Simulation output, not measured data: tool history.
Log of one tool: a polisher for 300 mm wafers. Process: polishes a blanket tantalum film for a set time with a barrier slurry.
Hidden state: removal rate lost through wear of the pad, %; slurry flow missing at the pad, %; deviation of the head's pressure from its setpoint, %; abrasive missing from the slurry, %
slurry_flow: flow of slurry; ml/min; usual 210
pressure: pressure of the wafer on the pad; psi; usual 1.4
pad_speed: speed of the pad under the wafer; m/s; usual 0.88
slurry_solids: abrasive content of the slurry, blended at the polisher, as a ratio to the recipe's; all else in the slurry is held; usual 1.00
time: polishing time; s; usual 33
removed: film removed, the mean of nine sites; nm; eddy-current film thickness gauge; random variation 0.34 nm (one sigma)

run,day,slurry_flow,pressure,pad_speed,slurry_solids,time,wafers since the last listed run,wafers polished on this pad,hours since the slurry nozzle was cleaned,hours since the head pressure was calibrated,hours since the slurry blender was calibrated,"incoming thickness of the incoming film, nm",removed
1,0.000,210,1.4,0.88,1.10,33,0,1003,665.0,325.5,143.3,313.6,39.8
# day 3.412: head pressure recalibrated
2,3.962,210,1.4,0.88,1.10,33,1032,2036,760.1,13.2,238.4,319.7,38.6
3,5.858,210,1.4,0.88,1.10,33,504,2541,805.6,58.7,283.9,326.2,39.0
# day 5.917: slurry nozzle cleaned
# day 6.404: worn pad replaced by a new one
4,8.438,210,1.4,0.88,1.00,33,631,541,60.5,120.6,345.8,324.6,37.2
# day 9.208: slurry blender recalibrated
5,12.267,210,1.4,0.88,1.00,33,997,1538,152.4,212.5,73.4,319.0,39.2
6,16.379,225,1.4,0.88,1.00,33,1094,2633,251.1,311.2,172.1,326.6,38.6
# day 18.921: worn pad replaced by a new one
7,20.338,210,1.4,0.88,1.00,28,1009,377,346.1,406.2,267.1,314.0,31.8
# day 22.258: head pressure recalibrated
# day 23.154: slurry blender recalibrated
8,24.183,210,1.4,0.88,1.00,30,979,1357,438.4,46.2,24.7,322.5,36.1
9,25.883,210,1.4,0.88,1.00,33,452,1809,479.2,87.0,65.5,318.6,39.2
# day 29.062: worn pad replaced by a new one
10,29.454,155,1.4,0.66,1.20,33,906,104,564.9,172.7,151.2,318.0,29.3
11,33.033,275,1.4,0.68,1.00,33,952,1057,650.8,258.6,237.1,323.3,29.6
# day 35.258: slurry nozzle cleaned
# day 35.775: slurry blender recalibrated
12,36.088,210,1.4,1.08,1.00,33,779,1837,19.9,331.9,7.5,319.1,49.0
# day 38.962: head pressure recalibrated
# day 40.958: worn pad replaced by a new one
13,48.125,210,1.4,1.10,1.00,33,3138,1908,308.8,219.9,296.4,317.9,47.6
# day 48.558: slurry blender recalibrated
14,52.154,210,1.1,0.96,1.00,33,1050,2958,405.5,316.6,86.3,316.8,36.0
# day 53.067: worn pad replaced by a new one
# day 54.258: head pressure recalibrated
15,54.988,210,1.8,0.88,1.00,33,687,489,473.5,17.5,154.3,322.4,47.3
16,57.225,250,1.4,0.88,1.00,33,595,1085,527.2,71.2,208.0,315.9,39.8

4 ways to go on from here, each from the tool as it stands after run 16. What would each give?
A,57.242,210,1.4,0.88,1.00,33,4,1089,527.6,71.6,208.4,318.2,?
B,57.242,155,1.8,1.14,0.75,33,4,1089,527.6,71.6,208.4,318.2,?
C,57.242,210,1.2,0.88,1.00,33,4,1089,527.6,71.6,208.4,318.2,?
D,57.242,210,1.0,1.10,1.00,33,4,1089,527.6,71.6,208.4,318.2,?

run,removed
A,38.6
B,52.1
C,34.2
D,37.2
Without the tool's hidden state the same runs would have given:
run,removed
A,40.4
B,55.2
C,35.8
D,39.0
